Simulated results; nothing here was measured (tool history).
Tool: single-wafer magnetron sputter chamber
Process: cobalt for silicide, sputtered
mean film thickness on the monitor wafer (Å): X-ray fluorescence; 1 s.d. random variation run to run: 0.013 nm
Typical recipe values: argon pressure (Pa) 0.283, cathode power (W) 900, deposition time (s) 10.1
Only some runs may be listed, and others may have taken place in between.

run,day,argon pressure (Pa),cathode power (W),deposition time (s),wafers since the last listed run,wafers on the sputter target,hours since the last manometer calibration,hours since the magnet pack was replaced,hours since the gauge calibration,"read-back reference wafer on the same gauge, thickness_nm",mean film thickness on the monitor wafer (Å)
1,0.000,0.283,900,10.1,0,2039,3077.0,7418.5,132.3,5.091,44.81
2,0.442,0.283,900,10.1,486,2526,3087.6,7429.1,142.9,5.090,44.78
3,0.904,0.283,800,10.1,509,3035,3098.7,7440.2,154.0,5.090,39.59
# day 1.371: sputter target and shields replaced
4,1.433,0.283,800,10.1,215,70,3111.4,7452.9,166.7,5.090,39.80
5,1.833,0.283,800,10.1,440,511,3121.0,7462.5,176.3,5.087,40.06
6,2.188,0.283,900,10.1,389,901,3129.5,7471.0,184.8,5.092,44.82
7,2.925,0.283,900,8.5,811,1713,3147.2,7488.7,202.5,5.091,37.76
8,3.612,0.283,900,8.5,756,2470,3163.7,7505.2,219.0,5.087,37.64
9,4.233,0.283,900,10.1,683,3153,3178.6,7520.1,233.9,5.090,44.45
# day 4.625: magnet pack replaced
10,4.646,0.283,900,10.1,87,3240,3188.5,0.5,243.8,5.091,44.52
# day 5.212: sputter target and shields replaced
11,5.233,0.323,900,8.9,279,23,3202.6,14.6,257.9,5.088,39.33
12,5.425,0.250,800,11.2,211,234,3207.2,19.2,262.5,5.089,44.77
13,5.992,0.283,1050,10.1,623,858,3220.8,32.8,276.1,5.093,52.39
# day 6.229: gauge calibrated
# day 7.929: capacitance manometer re-zeroed and calibrated
# day 8.225: sputter target and shields replaced
14,8.246,0.393,900,10.1,1787,23,7.6,86.9,48.4,5.088,43.53
15,8.392,0.240,900,11.9,160,183,11.1,90.4,51.9,5.090,53.67
16,8.754,0.364,1050,11.1,399,582,19.8,99.1,60.6,5.091,56.15
17,9.458,0.283,900,10.1,775,1358,36.7,116.0,77.5,5.090,44.81
18,9.925,0.283,900,10.1,513,1871,47.9,127.2,88.7,5.090,44.77
19,10.667,0.377,950,11.4,816,2688,65.7,145.0,106.5,5.089,51.84

The logged runs with the hidden state left out (each run's random variation unchanged):
The hidden state here: deposition rate above that of a new target (%); true argon pressure above the setpoint (%); gauge reads high (%).
run,mean film thickness on the monitor wafer (Å)
1,45.04
2,45.11
3,40.00
4,39.83
5,40.09
6,44.88
7,37.90
8,37.90
9,44.94
10,45.15
11,39.34
12,44.78
13,52.44
14,43.55
15,53.69
16,56.19
17,44.92
18,44.95
19,52.26
